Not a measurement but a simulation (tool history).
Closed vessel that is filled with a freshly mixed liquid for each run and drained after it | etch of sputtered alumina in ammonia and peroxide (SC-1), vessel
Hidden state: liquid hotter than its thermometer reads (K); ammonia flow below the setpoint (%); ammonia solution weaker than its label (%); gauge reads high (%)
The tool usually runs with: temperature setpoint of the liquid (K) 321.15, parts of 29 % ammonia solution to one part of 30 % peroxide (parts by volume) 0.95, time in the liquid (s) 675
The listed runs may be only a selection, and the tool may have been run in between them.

| run | hour | temperature setpoint of the liquid (K) | parts of 29 % ammonia solution to one part of 30 % peroxide (parts by volume) | time in the liquid (s) | wafers since the last listed run | hours since the thermometer was replaced | hours since the ammonia flow meter was replaced | hours since the drum of ammonia solution was connected | hours since the gauge calibration | read-back film thickness of the sputtered alumina reference wafer, read on the same gauge (nm) | thickness taken off the sputtered alumina on a monitor wafer (nm) |
|---|---|---|---|---|---|---|---|---|---|---|---|
| 1 | 0 | 321.15 | 0.95 | 675 | 0 | 1025.1 | 1479.7 | 178.2 | 143.3 | 129.97 | 38.36 |
| 2 | 10.1 | 321.15 | 0.95 | 675 | 687 | 1035.2 | 1489.8 | 188.3 | 153.4 | 129.99 | 38.55 |
| 3 | 21.8 | 321.15 | 0.95 | 675 | 796 | 1046.9 | 1501.5 | 200 | 165.1 | 130.02 | 38.49 |
| 4 | 35.2 | 321.15 | 1.2 | 675 | 912 | 1060.3 | 1514.9 | 213.4 | 178.5 | 129.98 | 39.16 |
| 5 | 48.6 | 321.15 | 1.2 | 675 | 912 | 1073.7 | 1528.3 | 226.8 | 191.9 | 130.02 | 39.19 |
| 6 | 60.3 | 321.15 | 1.2 | 675 | 796 | 1085.4 | 1540 | 238.5 | 203.6 | 130.05 | 39.23 |
| 7 | 74 | 321.15 | 0.95 | 675 | 932 | 1099.1 | 1553.7 | 252.2 | 217.3 | 129.97 | 38.03 |
| 8 | 88 | 321.15 | 0.95 | 675 | 953 | 1113.1 | 1567.7 | 266.2 | 231.3 | 130.04 | 38.35 |
| 9 | 94.2 | 321.15 | 0.95 | 675 | 422 | 1119.3 | 1573.9 | 272.4 | 237.5 | 129.93 | 38.22 |
| 10 | 105.5 | 321.15 | 0.95 | 675 | 769 | 1130.6 | 1585.2 | 283.7 | 248.8 | 130.02 | 38.55 |
| 11 | 120.4 | 321.15 | 0.95 | 675 | 1014 | 1145.5 | 1600.1 | 298.6 | 263.7 | 130.02 | 38.37 |
| 12 | 128.9 | 321.15 | 0.95 | 455 | 578 | 1154 | 1608.6 | 307.1 | 272.2 | 129.99 | 26.09 |
| 13 | 140.7 | 321.15 | 0.95 | 675 | 803 | 1165.8 | 1620.4 | 318.9 | 284 | 130.01 | 38.47 |
|  | 149.1 | gauge calibrated |
| 14 | 158.1 | 321.15 | 0.95 | 675 | 1184 | 1183.2 | 1637.8 | 336.3 | 9 | 129.99 | 38.29 |
| 15 | 174.6 | 313.65 | 0.6 | 990 | 1123 | 1199.7 | 1654.3 | 352.8 | 25.5 | 130 | 35.03 |
|  | 181.2 | new drum of ammonia solution connected |
| 16 | 182.8 | 321.15 | 0.7 | 675 | 490 | 1207.9 | 1662.5 | 1.6 | 33.7 | 130.03 | 37.59 |

For run 17, what comes out?
| 17 | 191.7 | 323.65 | 1.2 | 890 | 605 | 1216.8 | 1671.4 | 10.5 | 42.6 | ? | ? |

read-back film thickness of the sputtered alumina reference wafer, read on the same gauge (nm): 129.98
thickness taken off the sputtered alumina on a monitor wafer (nm): 59.06
Take away the tool's hidden state, keep the run-to-run variation as it was, and the same run would have given thickness taken off the sputtered alumina on a monitor wafer (nm) 59.06.
